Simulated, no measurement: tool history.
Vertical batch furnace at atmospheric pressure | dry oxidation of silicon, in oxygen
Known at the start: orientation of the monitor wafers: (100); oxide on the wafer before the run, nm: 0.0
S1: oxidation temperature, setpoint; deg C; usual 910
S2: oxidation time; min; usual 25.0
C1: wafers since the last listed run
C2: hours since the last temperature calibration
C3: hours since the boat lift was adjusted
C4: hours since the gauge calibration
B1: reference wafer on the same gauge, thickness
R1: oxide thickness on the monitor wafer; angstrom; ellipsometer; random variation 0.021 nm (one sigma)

run,hour,S1,S2,C1,C2,C3,C4,B1,R1
1,0.0,910,25.0,0,3263.1,2149.9,648.1,13.40,117.1
# hour 1.3: gauge calibrated
2,23.5,910,25.0,234,3286.6,2173.4,22.2,13.40,117.1
3,50.5,910,25.0,269,3313.6,2200.4,49.2,13.41,116.8
4,62.9,910,25.0,123,3326.0,2212.8,61.6,13.40,116.7
5,85.0,910,20.0,220,3348.1,2234.9,83.7,13.40,99.9
6,103.4,910,20.0,183,3366.5,2253.3,102.1,13.41,99.8
7,132.3,910,25.0,288,3395.4,2282.2,131.0,13.40,116.8
8,168.3,910,25.0,359,3431.4,2318.2,167.0,13.40,117.3
9,184.8,910,25.0,164,3447.9,2334.7,183.5,13.40,116.9
10,217.7,910,25.0,328,3480.8,2367.6,216.4,13.40,117.4
11,247.2,901,19.0,294,3510.3,2397.1,245.9,13.40,87.5
12,266.2,901,19.0,189,3529.3,2416.1,264.9,13.40,87.8
13,285.5,901,19.0,192,3548.6,2435.4,284.2,13.40,87.6
14,315.0,910,16.5,294,3578.1,2464.9,313.7,13.40,87.9
15,337.5,910,16.5,224,3600.6,2487.4,336.2,13.40,88.1
16,359.4,910,25.0,218,3622.5,2509.3,358.1,13.40,117.4
# hour 383.6: boat lift adjusted
17,387.1,890,33.0,36,3650.2,3.5,385.8,13.40,119.1
18,411.8,923,25.0,246,3674.9,28.2,410.5,13.40,138.6
19,432.4,889,33.5,205,3695.5,48.8,431.1,13.40,119.0
20,456.4,923,13.5,239,3719.5,72.8,455.1,13.40,90.5
# hour 491.1: thermocouples replaced and temperature profile calibrated
21,491.7,889,16.0,112,0.6,108.1,490.4,13.40,67.8
22,504.9,888,14.5,131,13.8,121.3,503.6,13.40,62.4
23,522.8,899,30.0,178,31.7,139.2,521.5,13.41,118.3
# hour 545.5: gauge calibrated
24,552.0,923,25.0,291,60.9,168.4,6.5,13.40,133.6
25,569.3,901,19.0,172,78.2,185.7,23.8,13.40,87.2
26,593.3,927,21.5,239,102.2,209.7,47.8,13.40,125.1
27,628.2,910,13.5,348,137.1,244.6,82.7,13.40,75.4
28,658.8,886,35.0,305,167.7,275.2,113.3,13.39,112.9
29,682.7,928,34.5,238,191.6,299.1,137.2,13.40,172.7
30,701.0,898,25.0,182,209.9,317.4,155.5,13.40,101.6
31,715.6,932,32.0,145,224.5,332.0,170.1,13.40,170.5

What the log doesn't show, run by run:
gauge reads high (%): 0 in every run
H1: true tube temperature minus thermocouple reading, K
H2: monitor wafer colder than the profiled boat position, K
run,H1,H2
1,3.25,3.99
2,3.29,4
3,3.34,4.01
4,3.36,4.01
5,3.4,4.02
6,3.44,4.03
7,3.49,4.04
8,3.56,4.05
9,3.59,4.05
10,3.66,4.06
11,3.71,4.07
12,3.75,4.07
13,3.79,4.08
14,3.85,4.08
15,3.89,4.09
16,3.94,4.1
17,3.99,0.573
18,4.04,0.701
19,4.08,0.805
20,4.13,0.923
21,0.559,1.09
22,0.559,1.15
23,0.559,1.23
24,0.56,1.36
25,0.561,1.43
26,0.562,1.53
27,0.564,1.67
28,0.567,1.79
29,0.569,1.87
30,0.571,1.94
31,0.573,1.99

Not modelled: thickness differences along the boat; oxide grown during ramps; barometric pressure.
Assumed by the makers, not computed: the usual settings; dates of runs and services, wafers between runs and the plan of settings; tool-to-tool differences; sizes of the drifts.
